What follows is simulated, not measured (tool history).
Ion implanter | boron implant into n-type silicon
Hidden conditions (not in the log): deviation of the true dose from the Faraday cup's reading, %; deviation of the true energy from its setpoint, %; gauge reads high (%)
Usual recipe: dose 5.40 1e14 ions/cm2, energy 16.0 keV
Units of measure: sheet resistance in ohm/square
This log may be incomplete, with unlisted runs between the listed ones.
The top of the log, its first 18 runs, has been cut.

run	hour	dose	energy	wafers since the last listed run	hours since the last dose calibration	hours since the extraction supply was calibrated	hours since the gauge calibration	read-back reference wafer on the same gauge, sheet resistance	sheet resistance
# hour 450.6: Faraday cup replaced and dose calibrated
19	457.9	5.81	16.0	553	7.3	6517.7	315.9	175.01	183.14
20	484.5	4.72	16.0	743	33.9	6544.3	342.5	174.80	218.30
# hour 512.4: extraction supply calibrated
21	512.9	5.40	16.0	570	62.3	0.5	370.9	175.06	195.09
# hour 515.2: gauge calibrated
22	526.5	3.97	21.0	380	75.9	14.1	11.3	175.01	243.78
23	553.0	6.04	13.5	741	102.4	40.6	37.8	174.98	180.34
24	572.3	5.40	16.0	539	121.7	59.9	57.1	174.84	194.88
25	593.1	4.44	18.0	581	142.5	80.7	77.9	174.96	226.40
26	610.1	5.40	16.0	475	159.5	97.7	94.9	175.14	196.53
27	633.0	4.90	21.5	640	182.4	120.6	117.8	175.10	205.70

Estimate the outcome of run 28 from the log above:
28	662.4	3.88	14.5	822	211.8	150.0	147.2	?	?

Run 28 gave read-back reference wafer on the same gauge, sheet resistance 174.90, sheet resistance 258.13 ohm/square.
On a tool with no hidden condition, and with the same random variation, this run would have come out at sheet resistance 257.08 ohm/square.

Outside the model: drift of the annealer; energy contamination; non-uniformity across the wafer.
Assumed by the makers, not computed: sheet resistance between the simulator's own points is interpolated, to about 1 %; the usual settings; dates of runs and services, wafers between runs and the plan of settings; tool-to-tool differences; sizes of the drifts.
